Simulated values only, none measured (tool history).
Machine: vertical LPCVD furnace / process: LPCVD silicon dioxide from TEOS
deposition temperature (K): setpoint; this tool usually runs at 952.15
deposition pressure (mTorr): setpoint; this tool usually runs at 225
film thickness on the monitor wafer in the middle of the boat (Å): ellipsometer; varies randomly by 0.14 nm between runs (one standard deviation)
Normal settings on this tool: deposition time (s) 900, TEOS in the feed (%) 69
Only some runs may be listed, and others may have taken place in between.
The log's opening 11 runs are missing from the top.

run	day	deposition temperature (K)	deposition pressure (mTorr)	deposition time (s)	TEOS in the feed (%)	wafers since the last listed run	hours since the last temperature calibration	hours since the pressure gauge was zeroed	hours since the TEOS flow controller was replaced	hours since the gauge calibration	read-back reference wafer on the same gauge, thickness	film thickness on the monitor wafer in the middle of the boat (Å)
# day 43.254: thermocouples replaced and temperature profile calibrated
12	43.275	941.15	255	900	69	2910	0.5	669.2	548.1	548.6	49.1	435.8
13	45.588	961.15	280	1200	75	729	56	724.7	603.6	604.1	49.08	1033.1
14	49.775	952.15	225	750	69	1321	156.5	825.2	704.1	704.6	49.08	447.5
15	53.638	959.15	185	750	65	1218	249.2	917.9	796.8	797.3	49.11	467.3
16	55.904	952.15	255	690	69	715	303.6	972.3	851.2	851.7	49.11	438.1
17	57.725	952.15	225	900	69	574	347.3	1016	894.9	895.4	49.12	537.1
18	60.75	952.15	225	900	69	954	419.9	1088.6	967.5	968	49.11	535.8
19	62.371	952.15	225	900	69	511	458.8	1127.5	1006.4	1006.9	49.11	535.7
20	64.792	944.15	225	660	62	763	516.9	1185.6	1064.5	1065	49.1	308.3
21	66.775	961.15	280	1200	75	625	564.5	1233.2	1112.1	1112.6	49.09	1039.6
22	69.375	948.15	205	900	69	820	626.9	1295.6	1174.5	1175	49.11	465.7
23	72.15	956.15	225	900	69	875	693.5	1362.2	1241.1	1241.6	49.07	594.1
24	76.083	952.15	225	900	69	1241	787.9	1456.6	1335.5	1336	49.12	538
25	79.692	952.15	225	900	69	1138	874.5	1543.2	1422.1	1422.6	49.08	537.2
26	81.933	952.15	225	900	69	707	928.3	1597	1475.9	1476.4	49.11	540.7
27	86.05	942.15	275	1260	81	1298	1027.1	1695.8	1574.7	1575.2	49.1	708.3
28	88.967	952.15	225	900	69	920	1097.1	1765.8	1644.7	1645.2	49.1	539.9
29	92.425	949.15	245	900	69	1091	1180.1	1848.8	1727.7	1728.2	49.08	523.9
30	94.838	945.15	225	990	69	761	1238	1906.7	1785.6	1786.1	49.12	500
31	97.421	958.15	275	690	80	815	1300	1968.7	1847.6	1848.1	49.09	572.6

Alternative continuations, all from the tool just after run 31; predict every row:
A	97.567	952.15	225	1050	69	46	1303.5	1972.2	1851.1	1851.6	?	?
B	97.567	952.15	175	900	69	46	1303.5	1972.2	1851.1	1851.6	?	?
C	97.567	948.15	225	900	76	46	1303.5	1972.2	1851.1	1851.6	?	?
D	97.567	945.15	190	540	82	46	1303.5	1972.2	1851.1	1851.6	?	?

run	read-back reference wafer on the same gauge, thickness	film thickness on the monitor wafer in the middle of the boat (Å)
A	49.09	629.7
B	49.09	476
C	49.09	513.8
D	49.09	273.4
Without the tool's unlogged condition, the same runs would have read:
run	film thickness on the monitor wafer in the middle of the boat (Å)
A	623.9
B	471.6
C	509
D	270.8
